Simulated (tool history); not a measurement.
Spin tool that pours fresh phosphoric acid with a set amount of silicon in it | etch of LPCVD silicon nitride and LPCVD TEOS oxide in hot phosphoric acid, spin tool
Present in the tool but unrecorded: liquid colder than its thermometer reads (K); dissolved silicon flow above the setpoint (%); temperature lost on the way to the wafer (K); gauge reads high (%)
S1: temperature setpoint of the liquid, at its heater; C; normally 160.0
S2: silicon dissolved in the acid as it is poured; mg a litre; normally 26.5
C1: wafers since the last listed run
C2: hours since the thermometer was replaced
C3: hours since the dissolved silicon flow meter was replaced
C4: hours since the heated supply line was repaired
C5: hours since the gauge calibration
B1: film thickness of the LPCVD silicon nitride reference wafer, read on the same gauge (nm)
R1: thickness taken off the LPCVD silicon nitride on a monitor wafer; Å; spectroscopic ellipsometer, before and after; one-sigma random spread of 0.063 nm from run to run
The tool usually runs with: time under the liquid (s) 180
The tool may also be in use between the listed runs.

{"run": 1, "day": 0.0, "S1": 160.0, "S2": 26.5, "time under the liquid (s)": 180, "C1": 0, "C2": 2028.9, "C3": 1806.2, "C4": 744.3, "C5": 91.5, "B1": 109.96, "R1": 138.6}
{"run": 2, "day": 0.425, "S1": 160.0, "S2": 26.5, "time under the liquid (s)": 180, "C1": 101, "C2": 2039.1, "C3": 1816.4, "C4": 754.5, "C5": 101.7, "B1": 109.97, "R1": 139.7}
{"run": 3, "day": 0.846, "S1": 160.0, "S2": 26.5, "time under the liquid (s)": 180, "C1": 100, "C2": 2049.2, "C3": 1826.5, "C4": 764.6, "C5": 111.8, "B1": 110.01, "R1": 139.4}
{"run": 4, "day": 2.038, "S1": 160.0, "S2": 26.5, "time under the liquid (s)": 180, "C1": 284, "C2": 2077.8, "C3": 1855.1, "C4": 793.2, "C5": 140.4, "B1": 110.01, "R1": 137.9}
{"run": 5, "day": 2.304, "S1": 160.0, "S2": 26.5, "time under the liquid (s)": 180, "C1": 63, "C2": 2084.2, "C3": 1861.5, "C4": 799.6, "C5": 146.8, "B1": 109.99, "R1": 139.1}
{"run": 6, "day": 2.579, "S1": 160.0, "S2": 26.5, "time under the liquid (s)": 180, "C1": 65, "C2": 2090.8, "C3": 1868.1, "C4": 806.2, "C5": 153.4, "B1": 109.98, "R1": 138.8}
{"run": 7, "day": 3.117, "S1": 160.0, "S2": 26.5, "time under the liquid (s)": 245, "C1": 128, "C2": 2103.7, "C3": 1881.0, "C4": 819.1, "C5": 166.3, "B1": 109.98, "R1": 189.5}
{"run": 8, "day": 3.704, "S1": 160.0, "S2": 11.0, "time under the liquid (s)": 180, "C1": 140, "C2": 2117.8, "C3": 1895.1, "C4": 833.2, "C5": 180.4, "B1": 109.99, "R1": 137.7}
{"day": 3.825, "done": "gauge calibrated"}
{"run": 9, "day": 4.304, "S1": 160.0, "S2": 26.5, "time under the liquid (s)": 180, "C1": 143, "C2": 2132.2, "C3": 1909.5, "C4": 847.6, "C5": 11.5, "B1": 110.02, "R1": 136.8}
{"day": 4.521, "done": "thermometer replaced"}
{"run": 10, "day": 5.017, "S1": 160.0, "S2": 26.5, "time under the liquid (s)": 180, "C1": 160, "C2": 11.9, "C3": 1926.6, "C4": 864.7, "C5": 28.6, "B1": 110.04, "R1": 138.3}
{"run": 11, "day": 5.633, "S1": 160.0, "S2": 26.5, "time under the liquid (s)": 180, "C1": 147, "C2": 26.7, "C3": 1941.4, "C4": 879.5, "C5": 43.4, "B1": 110.0, "R1": 137.5}
{"day": 5.912, "done": "heated supply line repaired"}
{"run": 12, "day": 6.321, "S1": 158.5, "S2": 26.5, "time under the liquid (s)": 180, "C1": 154, "C2": 43.2, "C3": 1957.9, "C4": 9.8, "C5": 59.9, "B1": 110.01, "R1": 139.5}
{"run": 13, "day": 7.004, "S1": 158.0, "S2": 17.0, "time under the liquid (s)": 135, "C1": 163, "C2": 59.6, "C3": 1974.3, "C4": 26.2, "C5": 76.3, "B1": 110.0, "R1": 103.6}
{"run": 14, "day": 7.567, "S1": 160.0, "S2": 16.0, "time under the liquid (s)": 180, "C1": 134, "C2": 73.1, "C3": 1987.8, "C4": 39.7, "C5": 89.8, "B1": 110.01, "R1": 147.4}
{"day": 7.621, "done": "dissolved silicon flow meter replaced"}
{"run": 15, "day": 8.096, "S1": 160.0, "S2": 46.5, "time under the liquid (s)": 240, "C1": 116, "C2": 85.8, "C3": 11.4, "C4": 52.4, "C5": 102.5, "B1": 110.0, "R1": 199.0}
{"run": 16, "day": 8.65, "S1": 160.0, "S2": 43.5, "time under the liquid (s)": 180, "C1": 132, "C2": 99.1, "C3": 24.7, "C4": 65.7, "C5": 115.8, "B1": 110.02, "R1": 148.0}
{"run": 17, "day": 9.288, "S1": 161.0, "S2": 26.5, "time under the liquid (s)": 180, "C1": 152, "C2": 114.4, "C3": 40.0, "C4": 81.0, "C5": 131.1, "B1": 110.01, "R1": 152.4}
{"run": 18, "day": 9.95, "S1": 160.0, "S2": 26.5, "time under the liquid (s)": 180, "C1": 158, "C2": 130.3, "C3": 55.9, "C4": 96.9, "C5": 147.0, "B1": 110.0, "R1": 147.0}
{"run": 19, "day": 10.204, "S1": 160.0, "S2": 47.5, "time under the liquid (s)": 280, "C1": 60, "C2": 136.4, "C3": 62.0, "C4": 103.0, "C5": 153.1, "B1": 110.02, "R1": 228.9}
{"run": 20, "day": 10.596, "S1": 160.0, "S2": 26.5, "time under the liquid (s)": 235, "C1": 93, "C2": 145.8, "C3": 71.4, "C4": 112.4, "C5": 162.5, "B1": 110.03, "R1": 192.2}
{"run": 21, "day": 10.962, "S1": 161.0, "S2": 6.5, "time under the liquid (s)": 180, "C1": 87, "C2": 154.6, "C3": 80.2, "C4": 121.2, "C5": 171.3, "B1": 110.03, "R1": 152.2}
{"run": 22, "day": 11.425, "S1": 158.0, "S2": 17.0, "time under the liquid (s)": 135, "C1": 110, "C2": 165.7, "C3": 91.3, "C4": 132.3, "C5": 182.4, "B1": 110.01, "R1": 103.1}

Hidden state, per run?
liquid colder than its thermometer reads (K): 0, the same for each run
dissolved silicon flow above the setpoint (%): 0, the same for each run
gauge reads high (%): 0, the same for each run
H1: temperature lost on the way to the wafer (K)
run=1 H1=2.18
run=2 H1=2.2
run=3 H1=2.23
run=4 H1=2.31
run=5 H1=2.32
run=6 H1=2.34
run=7 H1=2.37
run=8 H1=2.41
run=9 H1=2.45
run=10 H1=2.5
run=11 H1=2.54
run=12 H1=0.372
run=13 H1=0.416
run=14 H1=0.452
run=15 H1=0.485
run=16 H1=0.521
run=17 H1=0.561
run=18 H1=0.604
run=19 H1=0.62
run=20 H1=0.645
run=21 H1=0.668
run=22 H1=0.697
